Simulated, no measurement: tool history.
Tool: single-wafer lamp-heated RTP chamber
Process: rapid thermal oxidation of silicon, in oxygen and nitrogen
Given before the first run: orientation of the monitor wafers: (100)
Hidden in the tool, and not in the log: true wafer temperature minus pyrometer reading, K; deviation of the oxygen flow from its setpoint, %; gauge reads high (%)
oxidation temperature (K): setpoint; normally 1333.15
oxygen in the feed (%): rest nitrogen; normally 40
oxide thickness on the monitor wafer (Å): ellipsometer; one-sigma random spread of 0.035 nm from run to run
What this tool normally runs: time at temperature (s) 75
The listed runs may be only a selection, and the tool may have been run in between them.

run	day	oxidation temperature (K)	time at temperature (s)	oxygen in the feed (%)	wafers since the last listed run	wafers since the last pyrometer calibration	hours since the oxygen flow controller was replaced	hours since the gauge calibration	read-back reference wafer on the same gauge, thickness	oxide thickness on the monitor wafer (Å)
1	0.000	1333.15	75	40	0	3999	6393.3	236.8	7.504	69.56
# day 0.142: gauge calibrated
2	0.642	1333.15	75	40	139	4139	6408.7	12.0	7.502	69.41
3	1.371	1333.15	75	40	159	4298	6426.2	29.5	7.497	69.31
4	2.058	1333.15	75	40	149	4447	6442.7	46.0	7.494	69.71
5	2.746	1333.15	75	40	149	4597	6459.2	62.5	7.496	69.45
6	3.442	1333.15	75	33	151	4749	6475.9	79.2	7.497	65.04
7	3.875	1333.15	75	33	94	4844	6486.3	89.6	7.498	65.11
# day 4.562: oxygen flow controller replaced
8	4.583	1333.15	75	33	81	4926	0.5	106.6	7.492	64.51
9	4.858	1333.15	75	40	59	4985	7.1	113.2	7.502	69.51
10	5.417	1333.15	75	40	121	5107	20.5	126.6	7.511	69.70
11	5.846	1333.15	75	40	93	5201	30.8	136.9	7.499	69.80
# day 7.225: pyrometer window cleaned and pyrometer calibrated
12	7.583	1333.15	59	40	306	78	72.5	178.6	7.496	62.74
13	7.975	1324.15	75	40	85	163	81.9	188.0	7.502	64.71
14	8.596	1333.15	75	40	135	299	96.8	202.9	7.505	69.89
15	9.158	1341.15	75	40	122	421	110.3	216.4	7.499	72.89
# day 9.325: gauge calibrated
16	9.650	1318.15	98	17	107	529	122.1	7.8	7.497	52.75
17	10.142	1345.15	55	29	107	636	133.9	19.6	7.508	59.00
18	10.496	1333.15	95	40	77	713	142.4	28.1	7.497	78.16
19	11.058	1324.15	75	23	122	836	155.9	41.6	7.499	54.18
20	11.354	1309.15	39	17	64	900	163.0	48.7	7.499	34.38
21	11.833	1333.15	75	40	104	1005	174.5	60.2	7.496	69.29
22	12.104	1353.15	100	17	59	1064	181.0	66.7	7.503	66.56

Alternative continuations, all from the tool just after run 22; predict every row:
A	12.125	1333.15	75	40	4	1068	181.5	67.2	?	?
B	12.125	1333.15	75	17	4	1068	181.5	67.2	?	?
C	12.125	1318.15	91	20	4	1068	181.5	67.2	?	?
D	12.125	1333.15	75	20	4	1068	181.5	67.2	?	?

run	read-back reference wafer on the same gauge, thickness	oxide thickness on the monitor wafer (Å)
A	7.499	69.43
B	7.499	51.61
C	7.499	53.74
D	7.499	54.54
Without the tool's hidden state the same runs would have given:
run	oxide thickness on the monitor wafer (Å)
A	69.43
B	51.61
C	53.74
D	54.54

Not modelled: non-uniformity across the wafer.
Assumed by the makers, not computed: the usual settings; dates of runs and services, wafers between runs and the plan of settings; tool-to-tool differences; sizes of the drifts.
